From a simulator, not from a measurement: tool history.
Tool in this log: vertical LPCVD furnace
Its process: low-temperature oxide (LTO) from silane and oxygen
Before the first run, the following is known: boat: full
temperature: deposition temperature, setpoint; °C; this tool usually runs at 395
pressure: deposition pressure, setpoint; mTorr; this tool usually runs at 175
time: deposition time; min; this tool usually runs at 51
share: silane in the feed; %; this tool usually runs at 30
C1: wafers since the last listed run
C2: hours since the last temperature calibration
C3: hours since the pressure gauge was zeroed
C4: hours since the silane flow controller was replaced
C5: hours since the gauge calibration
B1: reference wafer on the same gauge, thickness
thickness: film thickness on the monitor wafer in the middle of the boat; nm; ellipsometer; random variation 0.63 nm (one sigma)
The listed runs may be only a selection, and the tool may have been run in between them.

run 1 day=0 | temperature=388 pressure=175 time=51 share=30 | C1=0 C2=3695.9 C3=1881.6 C4=2169.6 C5=34.7 | B1=200.13 | thickness=231.72
run 2 day=0.725 | temperature=388 pressure=175 time=51 share=30 | C1=229 C2=3713.3 C3=1899 C4=2187 C5=52.1 | B1=200 | thickness=231.16
run 3 day=0.983 | temperature=395 pressure=175 time=51 share=30 | C1=81 C2=3719.5 C3=1905.2 C4=2193.2 C5=58.3 | B1=200.07 | thickness=252.82
run 4 day=1.588 | temperature=395 pressure=175 time=51 share=30 | C1=191 C2=3734 C3=1919.7 C4=2207.7 C5=72.8 | B1=199.99 | thickness=252.79
run 5 day=2.008 | temperature=395 pressure=175 time=51 share=30 | C1=133 C2=3744.1 C3=1929.8 C4=2217.8 C5=82.9 | B1=199.92 | thickness=253.62
run 6 day=2.504 | temperature=395 pressure=175 time=38 share=30 | C1=157 C2=3756 C3=1941.7 C4=2229.7 C5=94.8 | B1=200.03 | thickness=188.63
run 7 day=2.788 | temperature=395 pressure=175 time=38 share=30 | C1=89 C2=3762.8 C3=1948.5 C4=2236.5 C5=101.6 | B1=199.92 | thickness=188.89
run 8 day=3.246 | temperature=395 pressure=175 time=38 share=30 | C1=145 C2=3773.8 C3=1959.5 C4=2247.5 C5=112.6 | B1=200.1 | thickness=189.01
run 9 day=3.962 | temperature=395 pressure=175 time=51 share=30 | C1=227 C2=3791 C3=1976.7 C4=2264.7 C5=129.8 | B1=199.95 | thickness=253.21
-- day=5.208 thermocouples replaced and temperature profile calibrated
run 10 day=5.229 | temperature=395 pressure=175 time=51 share=30 | C1=84 C2=0.5 C3=2007.1 C4=2295.1 C5=160.2 | B1=200.01 | thickness=253.38
run 11 day=5.392 | temperature=387 pressure=215 time=51 share=32 | C1=41 C2=4.4 C3=2011 C4=2299 C5=164.1 | B1=199.94 | thickness=306.75
run 12 day=5.55 | temperature=395 pressure=175 time=51 share=30 | C1=0 C2=8.2 C3=2014.8 C4=2302.8 C5=167.9 | B1=199.89 | thickness=252.6
-- day=6.358 silane flow controller replaced
run 13 day=6.379 | temperature=395 pressure=175 time=58.5 share=30 | C1=6 C2=28.1 C3=2034.7 C4=0.5 C5=187.8 | B1=199.86 | thickness=290.02
run 14 day=6.542 | temperature=395 pressure=195 time=65 share=30 | C1=51 C2=32 C3=2038.6 C4=4.4 C5=191.7 | B1=199.89 | thickness=358.26
run 15 day=6.7 | temperature=395 pressure=175 time=51 share=30 | C1=50 C2=35.8 C3=2042.4 C4=8.2 C5=195.5 | B1=200.09 | thickness=253.58
-- day=8.05 pressure gauge zeroed
run 16 day=8.071 | temperature=395 pressure=175 time=51 share=30 | C1=117 C2=68.7 C3=0.5 C4=41.1 C5=228.4 | B1=199.89 | thickness=229.95
run 17 day=8.229 | temperature=406 pressure=175 time=70 share=30 | C1=50 C2=72.5 C3=4.3 C4=44.9 C5=232.2 | B1=199.94 | thickness=355.55
run 18 day=8.388 | temperature=395 pressure=175 time=51 share=30 | C1=50 C2=76.3 C3=8.1 C4=48.7 C5=236 | B1=200.06 | thickness=228.74
run 19 day=8.617 | temperature=395 pressure=200 time=51 share=30 | C1=72 C2=81.8 C3=13.6 C4=54.2 C5=241.5 | B1=200.02 | thickness=263.43
run 20 day=9.021 | temperature=407 pressure=145 time=51 share=30 | C1=128 C2=91.5 C3=23.3 C4=63.9 C5=251.2 | B1=199.99 | thickness=214.86
run 21 day=9.658 | temperature=395 pressure=175 time=51 share=26 | C1=202 C2=106.8 C3=38.6 C4=79.2 C5=266.5 | B1=200.05 | thickness=183.76
run 22 day=10.317 | temperature=395 pressure=175 time=51 share=30 | C1=208 C2=122.6 C3=54.4 C4=95 C5=282.3 | B1=199.92 | thickness=229.19
run 23 day=10.662 | temperature=405 pressure=215 time=64.5 share=36 | C1=109 C2=130.9 C3=62.7 C4=103.3 C5=290.6 | B1=200.11 | thickness=521.28
-- day=11.362 gauge calibrated
-- day=13.171 pressure gauge zeroed, repeated, since the last time left the tool worse
run 24 day=13.192 | temperature=400 pressure=190 time=42.5 share=35 | C1=484 C2=191.6 C3=0.5 C4=164 C5=43.9 | B1=199.92 | thickness=291.8
run 25 day=13.35 | temperature=401 pressure=140 time=62.5 share=26 | C1=50 C2=195.4 C3=4.3 C4=167.8 C5=47.7 | B1=200.1 | thickness=208.78
run 26 day=13.646 | temperature=395 pressure=175 time=51 share=30 | C1=93 C2=202.5 C3=11.4 C4=174.9 C5=54.8 | B1=200.05 | thickness=245.37
run 27 day=14.354 | temperature=391 pressure=175 time=51 share=30 | C1=224 C2=219.5 C3=28.4 C4=191.9 C5=71.8 | B1=200.05 | thickness=234.56
run 28 day=14.975 | temperature=395 pressure=210 time=51 share=30 | C1=196 C2=234.4 C3=43.3 C4=206.8 C5=86.7 | B1=200.09 | thickness=295.26
run 29 day=15.467 | temperature=395 pressure=175 time=51 share=30 | C1=155 C2=246.2 C3=55.1 C4=218.6 C5=98.5 | B1=199.99 | thickness=245.39
run 30 day=15.842 | temperature=395 pressure=135 time=51 share=30 | C1=118 C2=255.2 C3=64.1 C4=227.6 C5=107.5 | B1=200.01 | thickness=189.38

Hidden state, per run?
true tube temperature minus thermocouple reading, K: 0 in every run
deviation of the silane flow from its setpoint, %: 0 in every run
gauge reads high (%): 0 in every run
H1: true pressure minus gauge reading, mTorr
run=1 H1=5.95
run=2 H1=6.01
run=3 H1=6.03
run=4 H1=6.08
run=5 H1=6.11
run=6 H1=6.15
run=7 H1=6.17
run=8 H1=6.21
run=9 H1=6.27
run=10 H1=6.37
run=11 H1=6.38
run=12 H1=6.39
run=13 H1=6.46
run=14 H1=6.47
run=15 H1=6.48
run=16 H1=-11.4
run=17 H1=-11.4
run=18 H1=-11.4
run=19 H1=-11.3
run=20 H1=-11.3
run=21 H1=-11.3
run=22 H1=-11.2
run=23 H1=-11.2
run=24 H1=0.657
run=25 H1=0.67
run=26 H1=0.693
run=27 H1=0.749
run=28 H1=0.798
run=29 H1=0.837
run=30 H1=0.867
